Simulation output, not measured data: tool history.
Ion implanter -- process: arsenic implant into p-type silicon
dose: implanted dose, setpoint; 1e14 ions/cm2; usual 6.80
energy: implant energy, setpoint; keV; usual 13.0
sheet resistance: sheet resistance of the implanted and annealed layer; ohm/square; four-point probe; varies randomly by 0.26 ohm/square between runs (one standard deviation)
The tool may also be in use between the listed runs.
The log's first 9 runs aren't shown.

run    hour  dose  energy  read-back reference wafer on the same gauge, sheet resistance  sheet resistance
 10   624.5  6.80    13.0                                                         165.99            171.25
 11   703.5  6.80    13.0                                                         165.96            170.74
 12   783.1  6.80    13.0                                                         165.96            171.05
 13   843.8  6.80    13.0                                                         166.01            171.07
 14  1014.2  6.80    13.0                                                         166.04            171.18
 15  1069.8  6.80    13.0                                                         165.98            170.99
     1154.6  -- extraction supply calibrated
 16  1156.2  6.80    13.0                                                         165.97            171.08
 17  1212.0  6.80    11.5                                                         165.98            173.33
     1213.6  -- gauge calibrated
 18  1273.9  4.91    16.0                                                         165.98            211.13
 19  1376.2  8.17    10.0                                                         166.02            156.67
 20  1465.2  6.80     9.0                                                         166.00            177.02
 21  1501.8  8.40     9.5                                                         166.01            155.52
 22  1574.4  5.76    14.5                                                         165.99            190.82
 23  1648.6  6.13     8.5                                                         165.96            191.68
     1741.2  -- Faraday cup replaced and dose calibrated
 24  1752.5  8.63    10.5                                                         165.98            150.65
 25  1855.9  8.64    10.0                                                         166.02            151.07
 26  1952.0  8.64    10.0                                                         166.02            151.74
 27  2059.7  6.80     8.5                                                         165.99            177.38
 28  2114.3  7.53    13.0                                                         165.99            159.88
 29  2173.2  7.86     9.0                                                         166.01            161.43
 30  2244.9  7.80    16.0                                                         166.00            152.44
 31  2295.2  6.80    13.0                                                         166.01            171.62
 32  2334.4  8.09    10.5                                                         165.99            156.94
 33  2387.4  6.80    13.0                                                         165.98            170.93

5 options for the next run, each taken on its own from the tool as it stands now. Forecast them:
  A  2387.8  5.00    13.0                                                              ?                 ?
  B  2387.8  6.80    14.5                                                              ?                 ?
  C  2387.8  4.79    15.0                                                              ?                 ?
  D  2387.8  6.19    10.5                                                              ?                 ?
  E  2387.8  8.17    14.5                                                              ?                 ?

run  read-back reference wafer on the same gauge, sheet resistance  sheet resistance
  A                                                         166.00            213.40
  B                                                         166.00            169.82
  C                                                         166.00            217.16
  D                                                         166.00            186.78
  E                                                         166.00            150.54
With the hidden condition removed and each run's random variation left untouched, the same runs would have given:
run  sheet resistance
  A            212.92
  B            169.46
  C            216.66
  D            186.38
  E            150.24
